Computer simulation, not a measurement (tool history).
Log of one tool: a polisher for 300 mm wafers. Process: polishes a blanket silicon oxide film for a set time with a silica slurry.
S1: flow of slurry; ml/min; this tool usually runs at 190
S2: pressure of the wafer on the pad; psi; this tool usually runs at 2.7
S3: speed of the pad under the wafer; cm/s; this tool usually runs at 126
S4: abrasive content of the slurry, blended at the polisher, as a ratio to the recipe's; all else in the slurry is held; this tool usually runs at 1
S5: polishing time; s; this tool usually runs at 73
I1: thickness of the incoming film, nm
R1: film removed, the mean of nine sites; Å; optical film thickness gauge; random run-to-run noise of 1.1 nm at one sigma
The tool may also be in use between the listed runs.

run	day	S1	S2	S3	S4	S5	I1	R1
1	0	190	2.7	126	1	73	1233.5	1445
# day 1.375: conditioning disc replaced and pad reconditioned
2	1.404	190	2.7	126	1	73	1224.9	1454
# day 3.833: slurry blender recalibrated
3	4.004	190	2.7	126	1	73	1246.9	1420
4	5.492	190	2.7	126	1	73	1227.2	1415
# day 6.058: worn pad replaced by a new one
# day 6.883: slurry nozzle cleaned
5	7.562	190	2.7	126	1	73	1221.9	1435
# day 10.017: conditioning disc replaced and pad reconditioned
6	10.521	190	2.7	126	1	67	1238.7	1280
# day 11.4: slurry blender recalibrated
# day 14.408: worn pad replaced by a new one
# day 16.283: slurry nozzle cleaned
7	17.454	190	2.7	126	1	67	1251.4	1269
# day 17.875: conditioning disc replaced and pad reconditioned
8	19.029	215	2.7	126	1	73	1240.9	1419
# day 19.6: slurry blender recalibrated
9	20.454	190	2.7	126	1	73	1245.8	1352
10	23.008	190	2.7	126	1	73	1219.9	1331
# day 23.525: worn pad replaced by a new one
11	24.133	190	2.7	126	1.3	73	1259.1	1477
# day 24.712: slurry nozzle cleaned
12	25.254	190	2.7	126	1	73	1241.5	1356
# day 25.979: conditioning disc replaced and pad reconditioned
13	26.275	190	2.7	126	1	56	1245.2	1032
14	27.646	190	2.7	126	1	80	1241	1454
# day 28.121: head pressure recalibrated
# day 28.596: slurry blender recalibrated
15	29.717	220	2.3	158	1	92	1232.7	2053
# day 31.588: worn pad replaced by a new one
16	31.7	190	2.7	126	1	80	1248.9	1665
# day 33: conditioning disc replaced and pad reconditioned
17	33.771	190	1.9	166	1	91	1256	1773
# day 35.238: slurry nozzle cleaned
18	36.692	190	2.7	126	1.3	73	1239.9	1691
# day 37.55: slurry blender recalibrated
19	39.642	190	2.7	126	1	97	1255.4	1995
# day 40.7: worn pad replaced by a new one
20	41.008	190	2.7	126	1	73	1235.6	1519

Branching from run 20: 4 alternative next runs. What would each branch give?
A	41.025	190	2.1	126	1	73	1254.7	?
B	41.025	245	3.3	108	1	73	1254.7	?
C	41.025	190	2	112	1.25	98	1254.7	?
D	41.025	250	2.3	126	1	73	1254.7	?

run	R1
A	1231
B	1605
C	1583
D	1361
Had the tool no hidden state, the same runs would have come out as:
run	R1
A	1243
B	1615
C	1598
D	1370
